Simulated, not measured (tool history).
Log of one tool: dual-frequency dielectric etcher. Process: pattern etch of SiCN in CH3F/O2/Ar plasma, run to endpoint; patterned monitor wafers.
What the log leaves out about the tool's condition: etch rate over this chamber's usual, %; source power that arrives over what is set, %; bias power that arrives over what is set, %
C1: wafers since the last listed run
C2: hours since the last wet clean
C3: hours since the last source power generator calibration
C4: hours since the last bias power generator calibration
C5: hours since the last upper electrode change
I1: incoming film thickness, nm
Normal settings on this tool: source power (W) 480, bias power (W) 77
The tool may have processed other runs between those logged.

Run 1, day 0: usual settings; C1 0; C2 209.9; C3 1962.6; C4 1754.8; C5 4691.3; I1 7.71. Result: endpoint time (s) 19.1.
Run 2, day 3.942: usual settings; C1 1584; C2 304.5; C3 2057.2; C4 1849.4; C5 4785.9; I1 7.71. Result: endpoint time (s) 19.2.
Run 3, day 6.262: usual settings but source power (W) 550; C1 932; C2 360.2; C3 2112.9; C4 1905.1; C5 4841.6; I1 7.64. Result: endpoint time (s) 17.6.
At day 10.954: wet clean of the chamber.
Run 4, day 18.096: usual settings but bias power (W) 89; C1 4354; C2 171.4; C3 2396.9; C4 2189.1; C5 5125.6; I1 7.7. Result: endpoint time (s) 18.
Run 5, day 21.554: usual settings but bias power (W) 89; C1 1390; C2 254.4; C3 2479.9; C4 2272.1; C5 5208.6; I1 7.69. Result: endpoint time (s) 18.2.
Run 6, day 23.454: usual settings; C1 763; C2 300; C3 2525.5; C4 2317.7; C5 5254.2; I1 7.72. Result: endpoint time (s) 19.4.
Run 7, day 25.858: usual settings; C1 966; C2 357.7; C3 2583.2; C4 2375.4; C5 5311.9; I1 7.68. Result: endpoint time (s) 19.1.
Run 8, day 29.383: usual settings; C1 1416; C2 442.3; C3 2667.8; C4 2460; C5 5396.5; I1 7.7. Result: endpoint time (s) 19.4.
At day 31.133: wet clean of the chamber.
Run 9, day 32.35: usual settings; C1 790; C2 29.2; C3 2739; C4 2531.2; C5 5467.7; I1 7.78. Result: endpoint time (s) 18.6.
Run 10, day 36.738: usual settings; C1 1763; C2 134.5; C3 2844.3; C4 2636.5; C5 5573; I1 7.69. Result: endpoint time (s) 18.8.
Run 11, day 38.658: usual settings; C1 772; C2 180.6; C3 2890.4; C4 2682.6; C5 5619.1; I1 7.78. Result: endpoint time (s) 18.8.
Run 12, day 42.229: usual settings; C1 1435; C2 266.3; C3 2976.1; C4 2768.3; C5 5704.8; I1 7.66. Result: endpoint time (s) 18.6.
Run 13, day 46.462: usual settings; C1 1701; C2 367.9; C3 3077.7; C4 2869.9; C5 5806.4; I1 7.69. Result: endpoint time (s) 19.1.
Run 14, day 48.925: usual settings but source power (W) 420; C1 989; C2 427; C3 3136.8; C4 2929; C5 5865.5; I1 7.63. Result: endpoint time (s) 20.2.
At day 51.604: wet clean of the chamber.
Run 15, day 51.833: usual settings; C1 767; C2 5.5; C3 3206.6; C4 2998.8; C5 5935.3; I1 7.72. Result: endpoint time (s) 18.5.
Run 16, day 55.667: usual settings but bias power (W) 72; C1 1540; C2 97.5; C3 3298.6; C4 3090.8; C5 6027.3; I1 7.73. Result: endpoint time (s) 19.5.
At day 56.875: source power generator calibrated.
Run 17, day 58.412: usual settings but source power (W) 580, bias power (W) 91; C1 1036; C2 163.4; C3 36.9; C4 3156.7; C5 6093.2; I1 7.74. Result: endpoint time (s) 16.5.
Run 18, day 60.321: usual settings but source power (W) 400, bias power (W) 85; C1 767; C2 209.2; C3 82.7; C4 3202.5; C5 6139; I1 7.76. Result: endpoint time (s) 20.
At day 61.383: bias power generator calibrated.
Run 19, day 62.292: usual settings but source power (W) 550, bias power (W) 90; C1 725; C2 256.5; C3 130; C4 21.8; C5 6186.3; I1 7.7. Result: endpoint time (s) 16.9.
At day 64.525: upper electrode replaced.
Run 20, day 65.592: usual settings; C1 924; C2 335.7; C3 209.2; C4 101; C5 25.6; I1 7.72. Result: endpoint time (s) 19.3.
Run 21, day 68.854: usual settings; C1 1311; C2 414; C3 287.5; C4 179.3; C5 103.9; I1 7.72. Result: endpoint time (s) 19.3.
Run 22, day 70.492: usual settings but source power (W) 400, bias power (W) 63; C1 658; C2 453.3; C3 326.8; C4 218.6; C5 143.2; I1 7.73. Result: endpoint time (s) 22.9.
Run 23, day 72.971: usual settings but source power (W) 590, bias power (W) 69; C1 996; C2 512.8; C3 386.3; C4 278.1; C5 202.7; I1 7.63. Result: endpoint time (s) 18.4.
At day 75.646: wet clean of the chamber.
Run 24, day 75.667: usual settings; C1 681; C2 0.5; C3 451; C4 342.8; C5 267.4; I1 7.72. Result: endpoint time (s) 18.6.
Run 25, day 77.742: usual settings but source power (W) 520, bias power (W) 83; C1 834; C2 50.3; C3 500.8; C4 392.6; C5 317.2; I1 7.69. Result: endpoint time (s) 17.3.
Run 26, day 80.654: usual settings but source power (W) 400, bias power (W) 65; C1 1170; C2 120.2; C3 570.7; C4 462.5; C5 387.1; I1 7.75. Result: endpoint time (s) 21.7.
Run 27, day 86.567: usual settings; C1 2376; C2 262.1; C3 712.6; C4 604.4; C5 529; I1 7.64. Result: endpoint time (s) 18.8.
Run 28, day 88.708: usual settings; C1 860; C2 313.5; C3 764; C4 655.8; C5 580.4; I1 7.74. Result: endpoint time (s) 19.4.
Run 29, day 92.708: usual settings but source power (W) 440, bias power (W) 68; C1 1607; C2 409.5; C3 860; C4 751.8; C5 676.4; I1 7.68. Result: endpoint time (s) 20.6.
Run 30, day 94.212: usual settings but source power (W) 430, bias power (W) 89; C1 604; C2 445.6; C3 896.1; C4 787.9; C5 712.5; I1 7.68. Result: endpoint time (s) 19.7.
Run 31, day 95.842: usual settings; C1 654; C2 484.7; C3 935.2; C4 827; C5 751.6; I1 7.72. Result: endpoint time (s) 19.4.
At day 98.012: wet clean of the chamber.
Run 32, day 98.325: usual settings but bias power (W) 71; C1 596; C2 7.5; C3 994.8; C4 886.6; C5 811.2; I1 7.7. Result: endpoint time (s) 19.1.

Consider 5 possible next runs. They are alternatives, not a sequence: every one starts from the tool as it was left by run 32. What does each give?
Run A, day 98.342: usual settings but source power (W) 570; C1 6; C2 7.9; C3 995.2; C4 887; C5 811.6; I1 7.62. Result: endpoint time (s) ?.
Run B, day 98.342: usual settings but source power (W) 410, bias power (W) 87; C1 6; C2 7.9; C3 995.2; C4 887; C5 811.6; I1 7.62. Result: endpoint time (s) ?.
Run C, day 98.342: usual settings but source power (W) 410; C1 6; C2 7.9; C3 995.2; C4 887; C5 811.6; I1 7.62. Result: endpoint time (s) ?.
Run D, day 98.342: usual settings but bias power (W) 64; C1 6; C2 7.9; C3 995.2; C4 887; C5 811.6; I1 7.62. Result: endpoint time (s) ?.
Run E, day 98.342: usual settings but bias power (W) 62; C1 6; C2 7.9; C3 995.2; C4 887; C5 811.6; I1 7.62. Result: endpoint time (s) ?.

run  endpoint time (s)
  A               16.9
  B               18.9
  C               19.7
  D               19.5
  E               19.7
Without the tool's hidden state the same runs would have given:
run  endpoint time (s)
  A               16.8
  B               18.8
  C               19.6
  D               19.4
  E               19.6

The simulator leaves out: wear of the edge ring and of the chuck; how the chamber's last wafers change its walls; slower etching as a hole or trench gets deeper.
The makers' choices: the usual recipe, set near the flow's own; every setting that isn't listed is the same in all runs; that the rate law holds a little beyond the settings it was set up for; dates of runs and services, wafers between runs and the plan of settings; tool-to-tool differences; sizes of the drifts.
